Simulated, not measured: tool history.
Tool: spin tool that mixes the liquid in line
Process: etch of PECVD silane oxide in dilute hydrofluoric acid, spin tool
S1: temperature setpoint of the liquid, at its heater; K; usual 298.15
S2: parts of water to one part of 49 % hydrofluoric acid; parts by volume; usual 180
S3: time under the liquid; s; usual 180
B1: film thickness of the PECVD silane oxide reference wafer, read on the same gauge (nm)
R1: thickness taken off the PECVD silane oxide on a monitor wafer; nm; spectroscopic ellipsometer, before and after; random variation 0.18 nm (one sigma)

Run 1, hour 0: usual settings; B1 110. Result: R1 22.54 nm.
Run 2, hour 42: usual settings; B1 110.02. Result: R1 22.52 nm.
Run 3, hour 250.4: usual settings; B1 110. Result: R1 22.49 nm.
Run 4, hour 293.9: usual settings; B1 110. Result: R1 22.19 nm.
Run 5, hour 330.5: usual settings; B1 110. Result: R1 22.35 nm.
Run 6, hour 425.6: usual settings; B1 110.01. Result: R1 21.98 nm.
At hour 504.5: hydrofluoric acid flow meter replaced.
Run 7, hour 552.1: usual settings; B1 110.02. Result: R1 20.72 nm.
Run 8, hour 620.8: usual settings; B1 109.98. Result: R1 20.22 nm.
Run 9, hour 659: usual settings but S1 301.65 K, S3 215 s; B1 109.99. Result: R1 27.57 nm.
At hour 697.2: thermometer replaced.
At hour 706.7: hydrofluoric acid flow meter replaced, repeated, since the last time left the tool worse.
Run 10, hour 713.9: usual settings but S1 294.15 K, S2 105 parts by volume, S3 130 s; B1 109.99. Result: R1 28.27 nm.
At hour 731.5: gauge calibrated.
Run 11, hour 761.4: usual settings; B1 110.04. Result: R1 24.15 nm.
Run 12, hour 797.6: usual settings; B1 110.01. Result: R1 24.71 nm.
Run 13, hour 833.5: usual settings but S1 296.15 K; B1 109.98. Result: R1 22.59 nm.
Run 14, hour 857.9: usual settings but S1 299.65 K, S2 260 parts by volume, S3 265 s; B1 109.97. Result: R1 24 nm.
Run 15, hour 888: usual settings but S1 300.65 K, S2 150 parts by volume, S3 70 s; B1 109.97. Result: R1 13.03 nm.
Run 16, hour 947.8: usual settings but S1 303.15 K, S2 120 parts by volume, S3 240 s; B1 110.02. Result: R1 62.63 nm.

Forecast each of these 4 alternatives for the next run:
Run A, hour 948.3: usual settings; B1 ?. Result: R1 ?.
Run B, hour 948.3: usual settings but S1 301.65 K, S2 120 parts by volume; B1 ?. Result: R1 ?.
Run C, hour 948.3: usual settings but S1 295.15 K, S2 270 parts by volume; B1 ?. Result: R1 ?.
Run D, hour 948.3: usual settings but S2 145 parts by volume, S3 260 s; B1 ?. Result: R1 ?.

run      B1     R1
  A  110.02  24.29
  B  110.02   44.7
  C  110.02   13.2
  D  110.02  45.38
Without the tool's hidden state the same runs would have given:
run     R1
  A   24.9
  B  45.77
  C  13.55
  D  46.48

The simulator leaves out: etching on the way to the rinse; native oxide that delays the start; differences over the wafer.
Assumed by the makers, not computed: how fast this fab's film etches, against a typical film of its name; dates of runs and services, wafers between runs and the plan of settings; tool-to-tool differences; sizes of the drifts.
